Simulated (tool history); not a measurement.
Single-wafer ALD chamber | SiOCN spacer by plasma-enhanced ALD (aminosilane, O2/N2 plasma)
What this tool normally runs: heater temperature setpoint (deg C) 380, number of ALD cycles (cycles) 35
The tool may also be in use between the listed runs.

run,day,heater temperature setpoint (deg C),number of ALD cycles (cycles),"read-back reference wafer on the same gauge, thickness_nm",mean film thickness on the monitor wafer (angstrom)
1,0.000,380,35,2.114,20.98
2,1.075,380,35,2.112,20.85
3,2.233,380,35,2.109,21.00
4,3.008,380,35,2.106,21.00
5,4.292,380,35,2.108,20.88
6,5.421,380,33,2.111,19.86
7,6.633,380,40,2.110,23.94
8,8.046,380,40,2.108,23.88
9,9.375,380,40,2.108,23.81
10,12.700,390,32,2.107,19.09
11,13.346,390,32,2.106,19.31
# day 13.700: gauge calibrated
12,14.521,390,32,2.115,19.21
# day 15.721: thermocouple changed; heater temperature recalibrated
13,16.108,389,35,2.110,20.92
14,16.817,374,40,2.111,23.98
15,17.842,367,29,2.111,17.35
16,19.179,387,32,2.113,19.27
17,20.117,380,35,2.106,20.84
18,20.992,387,40,2.110,23.75
19,22.267,385,39,2.109,23.43
20,23.183,380,35,2.109,20.86
21,23.992,367,29,2.116,17.22
22,25.008,380,35,2.111,21.02
23,26.579,375,37,2.108,21.99
24,27.467,369,40,2.110,24.06
25,28.200,368,41,2.109,24.47

State the hidden condition of the tool at each of the runs:
wafer temperature above the value expected at the setpoint (K): 0 across all the runs
gauge reads high (%): 0 across all the runs

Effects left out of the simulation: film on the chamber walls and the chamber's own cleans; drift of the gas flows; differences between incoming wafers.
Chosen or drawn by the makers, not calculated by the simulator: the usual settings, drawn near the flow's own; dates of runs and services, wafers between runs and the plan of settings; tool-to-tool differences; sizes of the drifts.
